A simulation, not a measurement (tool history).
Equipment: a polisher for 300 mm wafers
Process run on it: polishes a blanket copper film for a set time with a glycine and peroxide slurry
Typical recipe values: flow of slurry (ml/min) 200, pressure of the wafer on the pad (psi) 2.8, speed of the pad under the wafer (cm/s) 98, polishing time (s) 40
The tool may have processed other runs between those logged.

run     day  flow of slurry (ml/min)  pressure of the wafer on the pad (psi)  speed of the pad under the wafer (cm/s)  polishing time (s)  wafers since the last listed run  wafers polished on this pad  hours since the slurry nozzle was cleaned  hours since the head pressure was calibrated  incoming thickness of the incoming film, nm  film removed (angstrom)
  1   0.000                      160                                     2.8                                       98                  40                                 0                          438                                      271.9                                          89.2                                       1620.2                     2043
  2   0.538                      160                                     2.8                                       98                  40                                76                          515                                      284.8                                         102.1                                       1638.6                     2052
  3   0.896                      200                                     2.8                                       98                  40                                50                          565                                      293.4                                         110.7                                       1595.9                     2107
  4   1.229                      200                                     2.8                                       98                  40                                47                          613                                      301.4                                         118.7                                       1631.8                     2098
      1.750  -- worn pad replaced by a new one
  5   1.904                      200                                     2.8                                       86                  35                                72                           21                                      317.6                                         134.9                                       1618.5                     1683
  6   2.429                      200                                     2.8                                       86                  35                                74                           96                                      330.2                                         147.5                                       1613.6                     1682
  7   2.717                      225                                     2.8                                       98                  40                                40                          137                                      337.1                                         154.4                                       1621.2                     2161
  8   3.150                      225                                     2.8                                       98                  40                                61                          198                                      347.5                                         164.8                                       1604.1                     2135
  9   3.825                      200                                     2.8                                       98                  40                                95                          294                                      363.7                                         181.0                                       1613.8                     2099
 10   4.533                      200                                     2.8                                       98                  40                               100                          395                                      380.7                                         198.0                                       1603.1                     2087
 11   4.929                      200                                     2.8                                       98                  31                                56                          451                                      390.2                                         207.5                                       1624.7                     1628
 12   5.358                      200                                     2.8                                       98                  31                                60                          512                                      400.5                                         217.8                                       1606.3                     1613
      5.767  -- worn pad replaced by a new one
 13   6.088                      200                                     2.8                                       98                  31                                79                           45                                      418.0                                         235.3                                       1619.7                     1614
 14   6.554                      200                                     2.3                                       98                  40                                66                          111                                      429.2                                         246.5                                       1623.1                     1790
 15   7.292                      200                                     2.3                                       98                  40                               104                          216                                      446.9                                         264.2                                       1625.0                     1825
 16   7.829                      200                                     2.3                                       98                  40                                76                          292                                      459.8                                         277.1                                       1606.7                     1840
 17   8.575                      200                                     2.8                                       98                  40                               105                          398                                      477.7                                         295.0                                       1622.9                     2079
 18   9.321                      200                                     2.8                                       98                  40                               105                          504                                      495.6                                         312.9                                       1602.4                     2068
 19   9.783                      145                                     1.9                                       86                  49                                65                          570                                      506.7                                         324.0                                       1595.4                     1699
 20  10.221                      200                                     2.8                                       98                  40                                62                          632                                      517.2                                         334.5                                       1634.2                     2062
     10.658  -- worn pad replaced by a new one
 21  10.679                      140                                     2.2                                      128                  52                                41                            3                                      528.2                                         345.5                                       1604.6                     2576
 22  11.175                      150                                     3.6                                      126                  50                                70                           73                                      540.1                                         357.4                                       1612.8                     3646
 23  11.800                      235                                     3.7                                      120                  35                                88                          162                                      555.1                                         372.4                                       1623.2                     2679
 24  13.254                      200                                     2.8                                       98                  40                               206                          368                                      590.0                                         407.3                                       1621.6                     2085
 25  13.642                      160                                     2.8                                       98                  40                                55                          423                                      599.3                                         416.6                                       1633.0                     1987
 26  14.200                      235                                     2.8                                       98                  40                                79                          503                                      612.7                                         430.0                                       1615.5                     2154
     14.575  -- worn pad replaced by a new one
 27  14.629                      170                                     3.2                                       98                  40                                37                            7                                      623.0                                         440.3                                       1598.2                     2237
 28  15.142                      145                                     2.8                                      118                  40                                72                           80                                      635.3                                         452.6                                       1602.5                     2249
     15.433  -- head pressure recalibrated
     15.621  -- slurry nozzle cleaned
 29  15.854                      180                                     2.8                                       98                  31                                83                          163                                        5.6                                          10.1                                       1616.4                     1674
 30  16.162                      220                                     2.8                                       68                  40                                43                          207                                       13.0                                          17.5                                       1631.5                     1757
 31  16.758                      200                                     1.9                                       98                  40                                84                          292                                       27.3                                          31.8                                       1638.0                     1655
     18.388  -- worn pad replaced by a new one
 32  18.712                      200                                     2.8                                       98                  40                               253                           46                                       74.2                                          78.7                                       1602.7                     2138
 33  19.788                      200                                     2.8                                       98                  40                               152                          198                                      100.0                                         104.5                                       1619.9                     2131
 34  20.475                      235                                     2.3                                       70                  40                                97                          296                                      116.5                                         121.0                                       1632.4                     1528
 35  20.967                      225                                     3.6                                      120                  29                                69                          366                                      128.3                                         132.8                                       1575.1                     2188
 36  21.521                      200                                     2.8                                      118                  40                                78                          444                                      141.6                                         146.1                                       1604.9                     2437

For some of the steps in film removed (angstrom) from one run to the next: how much would appear even if the tool had no hidden state, given the settings, what came in and random variation, and how much remains for the hidden state plus any gauge scatter that the measured result and the result without hidden state don't share?
Hidden state at play: removal rate lost through wear of the pad, %; slurry flow missing at the pad, %; deviation of the head's pressure from its setpoint, %.
Run 20 -> 21: flow of slurry (ml/min) 200 -> 140, pressure of the wafer on the pad (psi) 2.8 -> 2.2, speed of the pad under the wafer (cm/s) 98 -> 128, polishing time (s) 40 -> 52, worn pad replaced by a new one. film removed (angstrom) +514: hidden state -72, all else +586.
Run 21 -> 22: flow of slurry (ml/min) 140 -> 150, pressure of the wafer on the pad (psi) 2.2 -> 3.6, speed of the pad under the wafer (cm/s) 128 -> 126, polishing time (s) 52 -> 50. film removed (angstrom) +1070: hidden state -68, all else +1138.
Run 22 -> 23: flow of slurry (ml/min) 150 -> 235, pressure of the wafer on the pad (psi) 3.6 -> 3.7, speed of the pad under the wafer (cm/s) 126 -> 120, polishing time (s) 50 -> 35. film removed (angstrom) -967: hidden state +119, all else -1086.
Run 28 -> 29: flow of slurry (ml/min) 145 -> 180, speed of the pad under the wafer (cm/s) 118 -> 98, polishing time (s) 40 -> 31, head pressure recalibrated, slurry nozzle cleaned. film removed (angstrom) -575: hidden state +163, all else -738.
Run 34 -> 35: flow of slurry (ml/min) 235 -> 225, pressure of the wafer on the pad (psi) 2.3 -> 3.6, speed of the pad under the wafer (cm/s) 70 -> 120, polishing time (s) 40 -> 29. film removed (angstrom) +660: hidden state -19, all else +679.
